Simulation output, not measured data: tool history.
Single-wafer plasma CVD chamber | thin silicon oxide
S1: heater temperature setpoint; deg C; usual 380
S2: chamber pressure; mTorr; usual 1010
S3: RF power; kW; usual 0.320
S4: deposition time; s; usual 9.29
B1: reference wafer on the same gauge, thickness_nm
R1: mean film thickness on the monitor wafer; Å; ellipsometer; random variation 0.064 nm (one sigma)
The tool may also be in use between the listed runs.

run	hour	S1	S2	S3	S4	B1	R1
1	0.0	380	1010	0.320	9.29	19.797	195.12
2	28.7	380	1010	0.320	9.29	19.804	195.04
3	47.8	380	1010	0.320	9.29	19.797	194.05
4	62.3	376	1010	0.320	9.29	19.806	194.12
5	79.7	376	1010	0.320	9.29	19.808	194.92
6	99.8	380	1010	0.320	9.29	19.806	195.61
7	134.6	380	1010	0.280	9.29	19.797	173.90
# hour 151.5: thermocouple changed; heater temperature recalibrated
8	159.5	380	1010	0.320	9.29	19.804	193.48
9	174.8	380	1010	0.320	9.29	19.791	192.89
10	195.4	380	1010	0.320	9.29	19.797	193.21
11	229.6	380	1010	0.320	9.29	19.808	192.72
12	254.9	386	1100	0.345	10.61	19.795	244.85
13	273.6	375	920	0.355	8.01	19.809	167.19
14	290.8	386	1100	0.345	10.61	19.798	243.77
# hour 294.9: gauge calibrated
15	318.5	380	790	0.265	10.48	19.799	150.51

Forecast run 16:
16	349.2	380	1010	0.280	9.29	?	?

{"run 16": {"B1": 19.79, "R1": 170.59}}
Without the tool's hidden state the same run would have given R1 177.87 Å.
